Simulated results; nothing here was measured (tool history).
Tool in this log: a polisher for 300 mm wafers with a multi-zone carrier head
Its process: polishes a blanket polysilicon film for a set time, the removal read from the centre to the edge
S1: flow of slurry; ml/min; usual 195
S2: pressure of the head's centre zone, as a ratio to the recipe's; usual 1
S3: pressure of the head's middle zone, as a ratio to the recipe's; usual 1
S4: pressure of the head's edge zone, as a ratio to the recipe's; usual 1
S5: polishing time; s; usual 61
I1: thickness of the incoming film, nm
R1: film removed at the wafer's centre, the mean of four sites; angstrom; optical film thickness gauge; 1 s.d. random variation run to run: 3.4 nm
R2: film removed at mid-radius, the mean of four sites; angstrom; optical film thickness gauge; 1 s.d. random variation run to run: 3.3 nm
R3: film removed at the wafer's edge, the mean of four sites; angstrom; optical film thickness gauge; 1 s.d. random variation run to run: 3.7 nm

| run | hour | S1 | S2 | S3 | S4 | S5 | I1 | R1 | R2 | R3 |
|---|---|---|---|---|---|---|---|---|---|---|
| 1 | 0 | 195 | 1 | 1 | 1 | 61 | 2205.2 | 3089 | 2825 | 2933 |
| 2 | 6.2 | 195 | 1 | 1 | 1 | 61 | 2210.3 | 3082 | 2862 | 2952 |
| 3 | 13 | 195 | 1 | 1 | 1 | 66 | 2230 | 3279 | 3105 | 3163 |
| 4 | 19.8 | 195 | 1 | 1 | 1 | 66 | 2230.4 | 3343 | 3088 | 3126 |
|  | 24.7 | worn pad replaced by a new one |
| 5 | 30 | 195 | 1 | 1 | 1 | 61 | 2181 | 3115 | 2872 | 2836 |
| 6 | 40.6 | 145 | 1 | 1 | 1 | 67 | 2224.2 | 3039 | 2824 | 3001 |
| 7 | 50.4 | 145 | 1 | 1 | 1 | 67 | 2201.8 | 3031 | 2825 | 2955 |
| 8 | 64 | 145 | 1 | 1 | 1 | 67 | 2189.6 | 3046 | 2834 | 3005 |
| 9 | 71.4 | 195 | 1 | 1 | 1 | 61 | 2227.4 | 3109 | 2835 | 2960 |
| 10 | 87.7 | 195 | 1 | 1 | 0.96 | 61 | 2177.7 | 3112 | 2851 | 2830 |
|  | 94.6 | worn pad replaced by a new one |
| 11 | 101 | 260 | 1.09 | 0.97 | 1.06 | 61 | 2200 | 3542 | 2956 | 3112 |
|  | 108.3 | centre zone pressure recalibrated |
| 12 | 129.2 | 195 | 1 | 1 | 1 | 61 | 2250.7 | 2830 | 2773 | 2890 |
| 13 | 142.9 | 195 | 1.03 | 1.06 | 1 | 44 | 2211.6 | 2053 | 2116 | 2058 |
|  | 160.8 | worn pad replaced by a new one |
| 14 | 161.3 | 250 | 0.92 | 1 | 1 | 73 | 2164.5 | 3361 | 3612 | 3557 |
|  | 163.3 | slurry nozzle cleaned |
|  | 174.9 | carrier head's membrane replaced by a new one |
| 15 | 175.4 | 195 | 0.94 | 1 | 1 | 61 | 2187.5 | 2909 | 3107 | 3050 |
| 16 | 190.9 | 195 | 1 | 1 | 1.1 | 47 | 2193.9 | 2424 | 2364 | 2465 |
|  | 197.5 | edge zone pressure recalibrated |
| 17 | 200.4 | 195 | 1 | 1.03 | 1.1 | 61 | 2220.1 | 3213 | 3172 | 3140 |
| 18 | 211 | 195 | 0.91 | 1.1 | 1.1 | 61 | 2176.7 | 2923 | 3301 | 3214 |
| 19 | 220.6 | 135 | 0.96 | 1 | 1 | 78 | 2178.9 | 3517 | 3524 | 3741 |
|  | 231.8 | worn pad replaced by a new one |
| 20 | 232.8 | 195 | 1 | 1 | 1 | 61 | 2183.5 | 3211 | 2989 | 3059 |
| 21 | 249.4 | 140 | 1 | 1 | 1 | 61 | 2186.3 | 2877 | 2821 | 2832 |
| 22 | 265.1 | 195 | 1 | 1 | 1 | 61 | 2193.6 | 3231 | 2989 | 3020 |
| 23 | 281.7 | 195 | 1 | 0.97 | 1 | 61 | 2171.2 | 3129 | 2936 | 2987 |

Difference, measured minus no-hidden-state, one row per run. Run-to-run variation is common to both terms; the gauge's own scatter need not be:
The hidden state here: removal rate lost through wear of the pad, %; slurry flow missing at the pad, %; deviation of the centre zone's pressure from its setpoint, %; deviation of the edge zone's pressure from its setpoint, %.
| run | R1 | R2 | R3 |
|---|---|---|---|
| 1 | -22 | -271 | -199 |
| 2 | -25 | -278 | -202 |
| 3 | -29 | -305 | -219 |
| 4 | -32 | -307 | -218 |
| 5 | -33 | -289 | -201 |
| 6 | -170 | -403 | -284 |
| 7 | -174 | -407 | -284 |
| 8 | -182 | -416 | -292 |
| 9 | -45 | -301 | -220 |
| 10 | -49 | -307 | -214 |
| 11 | +49 | -237 | -181 |
| 12 | -336 | -309 | -227 |
| 13 | -229 | -238 | -162 |
| 14 | -238 | -313 | -224 |
| 15 | +69 | -22 | -15 |
| 16 | +55 | -32 | -24 |
| 17 | +72 | -55 | -40 |
| 18 | +65 | -73 | -51 |
| 19 | +24 | -136 | -99 |
| 20 | +63 | -92 | -68 |
| 21 | +0 | -151 | -104 |
| 22 | +52 | -129 | -94 |
| 23 | +44 | -145 | -105 |

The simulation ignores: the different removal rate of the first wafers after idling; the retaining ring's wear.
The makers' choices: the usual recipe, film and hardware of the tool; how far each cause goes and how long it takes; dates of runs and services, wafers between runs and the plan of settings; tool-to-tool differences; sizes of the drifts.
